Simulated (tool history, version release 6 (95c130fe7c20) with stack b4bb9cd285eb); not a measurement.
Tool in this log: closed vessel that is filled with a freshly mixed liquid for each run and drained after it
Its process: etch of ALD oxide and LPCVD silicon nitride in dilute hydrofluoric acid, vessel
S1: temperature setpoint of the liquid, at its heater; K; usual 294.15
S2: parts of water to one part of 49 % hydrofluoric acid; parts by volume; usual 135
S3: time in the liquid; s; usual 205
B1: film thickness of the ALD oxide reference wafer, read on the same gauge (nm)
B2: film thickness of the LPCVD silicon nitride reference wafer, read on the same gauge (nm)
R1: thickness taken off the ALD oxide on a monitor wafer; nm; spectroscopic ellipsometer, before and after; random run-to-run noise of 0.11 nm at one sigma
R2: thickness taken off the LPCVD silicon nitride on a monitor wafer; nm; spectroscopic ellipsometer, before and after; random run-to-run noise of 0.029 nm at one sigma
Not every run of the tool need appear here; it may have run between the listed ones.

Run 1, hour 0: usual settings but S2 150 parts by volume; B1 109.99; B2 110.054. Result: R1 16.26 nm, R2 0.644 nm.
Run 2, hour 81.1: usual settings; B1 110.01; B2 109.992. Result: R1 18.03 nm, R2 0.691 nm.
Run 3, hour 126.6: usual settings; B1 109.98; B2 109.996. Result: R1 17.9 nm, R2 0.702 nm.
Run 4, hour 188.4: usual settings; B1 109.97; B2 109.98. Result: R1 17.88 nm, R2 0.677 nm.
Run 5, hour 280.9: usual settings; B1 109.96; B2 109.969. Result: R1 17.89 nm, R2 0.627 nm.
Run 6, hour 343.5: usual settings but S1 292.65 K; B1 110; B2 110.004. Result: R1 16.85 nm, R2 0.638 nm.
Run 7, hour 446.8: usual settings but S2 110 parts by volume; B1 109.98; B2 109.954. Result: R1 22.22 nm, R2 0.808 nm.
At hour 469.2: gauge calibrated.
At hour 503.4: hydrofluoric acid flow meter replaced.
Run 8, hour 550.5: usual settings but S2 110 parts by volume; B1 110; B2 109.957. Result: R1 23.23 nm, R2 0.842 nm.
Run 9, hour 590.9: usual settings but S2 110 parts by volume; B1 110; B2 109.997. Result: R1 23.14 nm, R2 0.911 nm.
At hour 655.1: thermometer replaced.
Run 10, hour 658.2: usual settings; B1 109.97; B2 109.987. Result: R1 18.24 nm, R2 0.702 nm.
Run 11, hour 723.3: usual settings but S1 297.65 K, S3 120 s; B1 109.98; B2 110.031. Result: R1 12.23 nm, R2 0.53 nm.
Run 12, hour 805.9: usual settings but S1 290.15 K, S2 90 parts by volume; B1 110; B2 109.995. Result: R1 24.33 nm, R2 0.764 nm.
Run 13, hour 893.6: usual settings but S1 292.65 K, S2 85 parts by volume; B1 109.99; B2 109.994. Result: R1 28.79 nm, R2 1.081 nm.
Run 14, hour 976.4: usual settings but S1 290.15 K; B1 109.98; B2 109.966. Result: R1 15.43 nm, R2 0.56 nm.
Run 15, hour 1013.5: usual settings but S1 299.15 K, S2 185 parts by volume; B1 109.97; B2 109.991. Result: R1 15.08 nm, R2 0.685 nm.
Run 16, hour 1071.4: usual settings but S3 240 s; B1 109.96; B2 109.961. Result: R1 21.13 nm, R2 0.852 nm.
Run 17, hour 1126.6: usual settings but S3 130 s; B1 109.96; B2 110.05. Result: R1 11.39 nm, R2 0.416 nm.
Run 18, hour 1230.7: usual settings but S1 290.15 K; B1 110; B2 110.035. Result: R1 15.08 nm, R2 0.527 nm.
Run 19, hour 1266.9: usual settings; B1 110.02; B2 109.993. Result: R1 17.71 nm, R2 0.719 nm.
Run 20, hour 1325.8: usual settings; B1 109.96; B2 110.018. Result: R1 17.8 nm, R2 0.685 nm.

Give the tool's hidden conditions for every run:
liquid colder than its thermometer reads (K): 0, the same for each run
gauge reads high (%): 0, the same for each run
H1: hydrofluoric acid flow below the setpoint (%)
run     H1
  1   1.68
  2   1.99
  3   2.16
  4   2.39
  5   2.74
  6   2.98
  7   3.37
  8  0.446
  9  0.598
 10  0.853
 11    1.1
 12   1.41
 13   1.74
 14   2.06
 15    2.2
 16   2.41
 17   2.62
 18   3.02
 19   3.15
 20   3.38

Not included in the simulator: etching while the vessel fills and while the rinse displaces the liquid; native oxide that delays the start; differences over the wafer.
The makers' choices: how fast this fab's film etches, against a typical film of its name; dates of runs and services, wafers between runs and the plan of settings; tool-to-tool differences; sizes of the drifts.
